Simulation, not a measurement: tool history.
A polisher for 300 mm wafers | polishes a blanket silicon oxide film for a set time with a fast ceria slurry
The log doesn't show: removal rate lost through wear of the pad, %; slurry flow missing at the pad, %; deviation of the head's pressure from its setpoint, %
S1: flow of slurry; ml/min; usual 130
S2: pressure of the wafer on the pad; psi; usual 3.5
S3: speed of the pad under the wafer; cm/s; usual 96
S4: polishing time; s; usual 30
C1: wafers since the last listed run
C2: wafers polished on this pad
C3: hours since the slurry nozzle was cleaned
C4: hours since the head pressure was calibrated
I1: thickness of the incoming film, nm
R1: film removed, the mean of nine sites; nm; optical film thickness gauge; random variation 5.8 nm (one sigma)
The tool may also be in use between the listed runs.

run   hour   S1   S2  S3  S4    C1    C2     C3     C4      I1     R1
  1      0  130  3.5  96  37     0   351  701.7    313  1606.3  759.3
      49.2  -- slurry nozzle cleaned
  2     79  130  3.5  96  37  1165  1517   29.8    392  1575.7  789.7
  3  129.5  130  3.5  96  37   754  2271   80.3  442.5  1575.7  807.3
     142.7  -- worn pad replaced by a new one
  4  197.3  130  2.8  96  30   953   816  148.1  510.3  1589.2    529
  5  262.4  130  2.8  96  30   972  1788  213.2  575.4  1595.6  539.3
  6  306.8  130  2.8  96  30   663  2452  257.6  619.8  1589.4  536.4
     343.9  -- worn pad replaced by a new one
  7    381  130  3.5  72  30  1048   554  331.8    694  1581.3  498.9
     439.3  -- head pressure recalibrated
  8  447.2  130  2.8  96  30   959  1513    398    7.9  1605.1  494.7
     515.3  -- worn pad replaced by a new one
  9    527  160  2.7  96  30  1132   175  477.8   87.7  1585.1  502.7

Forecast run 10:
 10  622.3  130  2.6  78  30  1423  1599  573.1  183  1602.6   ?

R1: 375.4 nm
Without the tool's hidden state the same run would have given R1 378.4 nm.
